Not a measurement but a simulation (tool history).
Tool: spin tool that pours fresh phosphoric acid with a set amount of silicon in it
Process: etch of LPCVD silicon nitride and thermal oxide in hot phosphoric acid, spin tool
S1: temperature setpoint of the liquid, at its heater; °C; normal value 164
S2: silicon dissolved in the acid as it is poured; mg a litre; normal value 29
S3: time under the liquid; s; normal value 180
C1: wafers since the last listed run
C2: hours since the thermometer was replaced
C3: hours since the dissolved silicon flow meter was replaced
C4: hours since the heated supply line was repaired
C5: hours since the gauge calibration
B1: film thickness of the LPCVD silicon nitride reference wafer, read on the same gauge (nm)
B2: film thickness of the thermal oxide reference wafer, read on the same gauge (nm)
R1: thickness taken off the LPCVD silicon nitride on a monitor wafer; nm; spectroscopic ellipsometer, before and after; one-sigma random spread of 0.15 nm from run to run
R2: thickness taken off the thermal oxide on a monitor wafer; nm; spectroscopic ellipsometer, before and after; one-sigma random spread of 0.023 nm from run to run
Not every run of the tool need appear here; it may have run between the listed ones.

run,hour,S1,S2,S3,C1,C2,C3,C4,C5,B1,B2,R1,R2
1,0,164,29,180,0,190.5,440.9,2672.5,1726.8,80.01,109.998,15.68,0.218
2,49.9,162.5,29,180,213,240.4,490.8,2722.4,1776.7,80,110.03,14.71,0.182
# hour 52.7: heated supply line repaired
3,96.6,164,29,180,195,287.1,537.5,43.9,1823.4,80.01,110.034,17.24,0.293
4,138.8,164,29,180,180,329.3,579.7,86.1,1865.6,79.99,110.015,17.67,0.306
# hour 311.1: gauge calibrated
5,317.5,164,35.5,180,764,508,758.4,264.8,6.4,80.06,109.973,17.39,0.225
6,395.4,164,15,285,333,585.9,836.3,342.7,84.3,79.95,110.01,27.22,0.7
7,461.7,162,39.5,115,283,652.2,902.6,409,150.6,80,110.002,10.14,0.084
8,516.4,165,13.5,235,234,706.9,957.3,463.7,205.3,80,109.991,22.99,0.637
9,613.8,164,13,120,416,804.3,1054.7,561.1,302.7,80.01,110.011,11.33,0.266
10,698.4,166,41,125,361,888.9,1139.3,645.7,387.3,79.98,109.981,12.52,0.11
11,753.6,165,46.5,265,236,944.1,1194.5,700.9,442.5,79.96,110.014,25.46,0.164
12,790.6,164,29,285,158,981.1,1231.5,737.9,479.5,80.03,109.989,26.59,0.44
# hour 861.9: dissolved silicon flow meter replaced
13,1012.9,164,41.5,180,946,1203.4,151,960.2,701.8,80.01,109.999,16.66,0.124
14,1107.9,164,29,180,406,1298.4,246,1055.2,796.8,79.99,110.009,16.47,0.275
15,1174.1,164,50,240,283,1364.6,312.2,1121.4,863,80.01,110.033,21.94,0.141
16,1259.7,164,29,180,366,1450.2,397.8,1207,948.6,80.03,110.011,16.46,0.268
17,1344.9,164,29,180,364,1535.4,483,1292.2,1033.8,79.99,109.983,16.53,0.263
18,1387.4,164,47,120,181,1577.9,525.5,1334.7,1076.3,80,109.979,10.87,0.053
19,1427.3,162,39,280,170,1617.8,565.4,1374.6,1116.2,79.97,109.985,23.97,0.178
20,1464.8,164,29,180,160,1655.3,602.9,1412.1,1153.7,79.97,109.991,16.59,0.266
21,1515.9,164,17,70,218,1706.4,654,1463.2,1204.8,79.99,109.994,6.36,0.152
22,1602.9,164,29,105,372,1793.4,741,1550.2,1291.8,79.94,110.013,9.37,0.141

Here are 4 independent what-if runs from the current tool condition. What would each one return?
A,1603.4,164,29,180,2,1793.9,741.5,1550.7,1292.3,?,?,?,?
B,1603.4,164,49.5,130,2,1793.9,741.5,1550.7,1292.3,?,?,?,?
C,1603.4,165,36,180,2,1793.9,741.5,1550.7,1292.3,?,?,?,?
D,1603.4,166,38,150,2,1793.9,741.5,1550.7,1292.3,?,?,?,?

run,B1,B2,R1,R2
A,80,109.989,16.51,0.244
B,80,109.989,11.93,0.071
C,80,109.989,17.07,0.192
D,80,109.989,14.71,0.154
Stripped of hidden state, with their random variation kept, the same runs would have yielded:
run,R1,R2
A,17.79,0.288
B,12.85,0.084
C,18.38,0.226
D,15.83,0.181

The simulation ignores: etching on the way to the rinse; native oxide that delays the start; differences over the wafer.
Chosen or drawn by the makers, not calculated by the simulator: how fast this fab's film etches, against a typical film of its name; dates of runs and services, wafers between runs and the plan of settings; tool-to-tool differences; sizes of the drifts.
